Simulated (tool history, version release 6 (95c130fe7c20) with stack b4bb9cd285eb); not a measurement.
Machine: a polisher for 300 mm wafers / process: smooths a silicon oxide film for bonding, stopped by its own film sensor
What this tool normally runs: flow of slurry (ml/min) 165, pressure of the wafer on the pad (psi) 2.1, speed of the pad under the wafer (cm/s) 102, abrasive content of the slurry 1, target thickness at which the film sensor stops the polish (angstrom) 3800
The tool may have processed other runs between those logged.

| run | hour | flow of slurry (ml/min) | pressure of the wafer on the pad (psi) | speed of the pad under the wafer (cm/s) | abrasive content of the slurry | target thickness at which the film sensor stops the polish (angstrom) | incoming thickness of the incoming film, nm | time until the film sensor stopped the polish (s) |
|---|---|---|---|---|---|---|---|---|
| 1 | 0 | 165 | 2.1 | 102 | 1 | 3800 | 439.4 | 85.4 |
| 2 | 63.9 | 165 | 2.1 | 102 | 1 | 3800 | 435.1 | 82 |
|  | 103.3 | worn pad replaced by a new one |
| 3 | 109.4 | 165 | 2.1 | 102 | 1 | 3800 | 443.8 | 89.8 |
|  | 174 | slurry nozzle cleaned |
| 4 | 177.4 | 165 | 2.1 | 102 | 1 | 3800 | 432.7 | 78.2 |
|  | 225.4 | slurry blender recalibrated |
| 5 | 228.7 | 165 | 2.1 | 102 | 1 | 3800 | 434.7 | 75.2 |
| 6 | 273 | 165 | 2.1 | 102 | 1 | 3800 | 435.6 | 77 |
|  | 297.2 | worn pad replaced by a new one |
|  | 297.9 | head pressure recalibrated |
| 7 | 323.7 | 165 | 2.1 | 102 | 1 | 3800 | 442.1 | 87.5 |
| 8 | 365.6 | 165 | 2.1 | 102 | 1 | 3800 | 444.3 | 92.4 |
| 9 | 391.4 | 165 | 2.1 | 102 | 1 | 3800 | 442 | 86.2 |
|  | 403.5 | slurry nozzle cleaned |
| 10 | 448.4 | 165 | 2.1 | 102 | 1 | 3800 | 432.8 | 75.3 |
|  | 490.2 | worn pad replaced by a new one |
| 11 | 490.7 | 165 | 2.1 | 102 | 1 | 3800 | 447 | 96.7 |
| 12 | 514.2 | 165 | 1.8 | 102 | 1.2 | 3800 | 439.9 | 92.1 |
| 13 | 559.4 | 165 | 1.5 | 102 | 1 | 3800 | 441.8 | 125.8 |
| 14 | 589.5 | 165 | 1.4 | 118 | 1 | 3680 | 437.3 | 141.3 |
| 15 | 627.2 | 120 | 2.1 | 102 | 1 | 3960 | 432.7 | 56.8 |
| 16 | 657 | 165 | 2.3 | 102 | 0.9 | 3700 | 443.1 | 106.8 |
|  | 659.3 | slurry blender recalibrated |
|  | 670.9 | worn pad replaced by a new one |
|  | 686.6 | slurry nozzle cleaned |
| 17 | 727.3 | 165 | 2.1 | 132 | 0.7 | 3920 | 435.7 | 65.5 |
| 18 | 790.3 | 165 | 2.1 | 102 | 1 | 3930 | 445.6 | 74.2 |
| 19 | 843.8 | 165 | 2.1 | 82 | 1 | 3800 | 434.6 | 85.7 |
|  | 856.7 | worn pad replaced by a new one |
| 20 | 878.3 | 165 | 1.8 | 102 | 1.2 | 3800 | 449.5 | 105 |
| 21 | 917.2 | 165 | 1.6 | 76 | 1.25 | 3800 | 440.5 | 118.6 |

Hidden state or all else? Some run-to-run changes of time until the film sensor stopped the polish (s), split into what the settings, what came in and random variation would give without the hidden state, and what is left for the hidden state (with any gauge scatter that isn't in both results):
Hidden state present: removal rate lost through wear of the pad, %; slurry flow missing at the pad, %; deviation of the head's pressure from its setpoint, %; abrasive missing from the slurry, %.
Run 4 -> 5: slurry blender recalibrated. time until the film sensor stopped the polish (s) -3: hidden state -5.9, all else +2.9.
Run 14 -> 15: flow of slurry (ml/min) 165 -> 120, pressure of the wafer on the pad (psi) 1.4 -> 2.1, speed of the pad under the wafer (cm/s) 118 -> 102, target thickness at which the film sensor stops the polish (angstrom) 3680 -> 3960. time until the film sensor stopped the polish (s) -84.5: hidden state -5.6, all else -78.9.
Run 15 -> 16: flow of slurry (ml/min) 120 -> 165, pressure of the wafer on the pad (psi) 2.1 -> 2.3, abrasive content of the slurry 1 -> 0.9, target thickness at which the film sensor stops the polish (angstrom) 3960 -> 3700. time until the film sensor stopped the polish (s) +50: hidden state +5.1, all else +44.9.
Run 16 -> 17: pressure of the wafer on the pad (psi) 2.3 -> 2.1, speed of the pad under the wafer (cm/s) 102 -> 132, abrasive content of the slurry 0.9 -> 0.7, target thickness at which the film sensor stops the polish (angstrom) 3700 -> 3920, slurry blender recalibrated, worn pad replaced by a new one, slurry nozzle cleaned. time until the film sensor stopped the polish (s) -41.3: hidden state -8.5, all else -32.8.

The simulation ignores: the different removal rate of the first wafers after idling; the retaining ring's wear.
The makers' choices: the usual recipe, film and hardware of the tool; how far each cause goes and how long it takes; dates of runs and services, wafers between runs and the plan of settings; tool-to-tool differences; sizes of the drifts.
